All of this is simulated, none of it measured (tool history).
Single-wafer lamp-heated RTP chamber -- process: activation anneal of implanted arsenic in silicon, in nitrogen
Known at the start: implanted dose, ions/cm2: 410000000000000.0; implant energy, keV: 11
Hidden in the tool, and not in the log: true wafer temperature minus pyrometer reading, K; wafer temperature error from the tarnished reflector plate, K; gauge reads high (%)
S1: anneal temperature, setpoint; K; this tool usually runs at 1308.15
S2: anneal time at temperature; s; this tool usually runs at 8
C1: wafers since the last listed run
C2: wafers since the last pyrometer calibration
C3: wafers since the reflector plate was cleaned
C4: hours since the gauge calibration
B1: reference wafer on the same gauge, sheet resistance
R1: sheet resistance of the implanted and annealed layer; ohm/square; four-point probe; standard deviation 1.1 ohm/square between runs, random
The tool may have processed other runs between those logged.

run	hour	S1	S2	C1	C2	C3	C4	B1	R1
1	0.0	1308.15	8	0	2906	3192	611.0	287.66	249.23
2	30.8	1308.15	8	291	3198	3484	641.8	287.51	249.23
# hour 103.2: reflector plate cleaned
3	103.7	1315.15	8	615	3813	4	714.7	288.72	249.10
4	164.8	1315.15	8	579	4392	583	775.8	287.77	251.21
5	231.0	1308.15	8	627	5020	1210	842.0	287.64	251.87
6	347.4	1308.15	7	1103	6123	2314	958.4	287.67	250.78
7	399.3	1308.15	7	491	6615	2806	1010.3	287.78	252.17
8	452.8	1308.15	8	507	7122	3313	1063.8	287.69	251.86
# hour 468.2: pyrometer window cleaned and pyrometer calibrated
9	504.0	1285.15	8	409	338	3722	1115.0	287.72	254.32
10	534.5	1285.15	8	289	627	4011	1145.5	287.64	254.12
# hour 581.2: reflector plate cleaned
11	582.0	1308.15	8	374	1002	7	1193.0	288.66	250.57
12	642.4	1308.15	8	572	1574	580	1253.4	287.90	248.30
13	682.3	1300.15	8	378	1953	958	1293.3	288.12	253.51
14	727.0	1308.15	8	423	2376	1381	1338.0	287.90	251.19
15	766.3	1308.15	8	372	2749	1754	1377.3	287.64	252.43
16	794.0	1308.15	12	262	3011	2016	1405.0	287.76	247.36
17	865.7	1322.15	12	679	3691	2696	1476.7	287.93	244.88
18	901.5	1308.15	8	339	4030	3035	1512.5	288.62	251.24
19	930.1	1324.15	6	271	4301	3306	1541.1	288.18	249.18
20	962.7	1323.15	10	308	4610	3615	1573.7	288.60	244.46
21	999.4	1308.15	5	347	4958	3963	1610.4	287.63	256.18
# hour 1015.9: reflector plate cleaned
22	1041.5	1331.15	12	323	5281	242	1652.5	287.88	239.99
23	1099.2	1329.15	9	546	5828	789	1710.2	288.08	244.80
24	1135.2	1325.15	11	341	6169	1130	1746.2	288.03	242.53
25	1177.3	1316.15	6	399	6568	1529	1788.3	287.93	250.56
26	1234.2	1336.15	8	539	7108	2068	1845.2	287.53	243.80
# hour 1240.3: gauge calibrated
27	1261.9	1287.15	10	262	7370	2331	21.6	288.19	251.76
# hour 1296.6: pyrometer window cleaned and pyrometer calibrated
28	1300.0	1308.15	10	285	32	2616	59.7	288.07	249.34
29	1361.9	1308.15	11	586	619	3203	121.6	287.89	248.07
# hour 1427.5: reflector plate cleaned
30	1428.0	1308.15	8	550	1170	5	187.7	287.83	251.87
31	1468.8	1285.15	8	386	1556	391	228.5	288.04	255.83
32	1520.3	1322.15	8	488	2044	879	280.0	288.33	247.69
33	1568.5	1308.15	8	456	2501	1336	328.2	288.32	250.90
34	1625.4	1287.15	10	539	3041	1876	385.1	287.91	253.59
35	1652.2	1328.15	3	254	3295	2130	411.9	288.01	256.24
36	1710.3	1337.15	8	550	3845	2680	470.0	288.41	244.22

Across each entry between runs, compare the hidden state at the last listed run before it with the hidden state at the first listed run after it:
Run 2 -> run 3: reflector plate cleaned (hour 103.2)
  the hidden state is the same at both runs
Run 8 -> run 9: pyrometer window cleaned and pyrometer calibrated (hour 468.2)
  the hidden state is the same at both runs
Run 10 -> run 11: reflector plate cleaned (hour 581.2)
  the hidden state is the same at both runs
Run 21 -> run 22: reflector plate cleaned (hour 1015.9)
  the hidden state is the same at both runs
Run 26 -> run 27: gauge calibrated (hour 1240.3)
  the hidden state is the same at both runs
Run 27 -> run 28: pyrometer window cleaned and pyrometer calibrated (hour 1296.6)
  the hidden state is the same at both runs
Run 29 -> run 30: reflector plate cleaned (hour 1427.5)
  the hidden state is the same at both runs
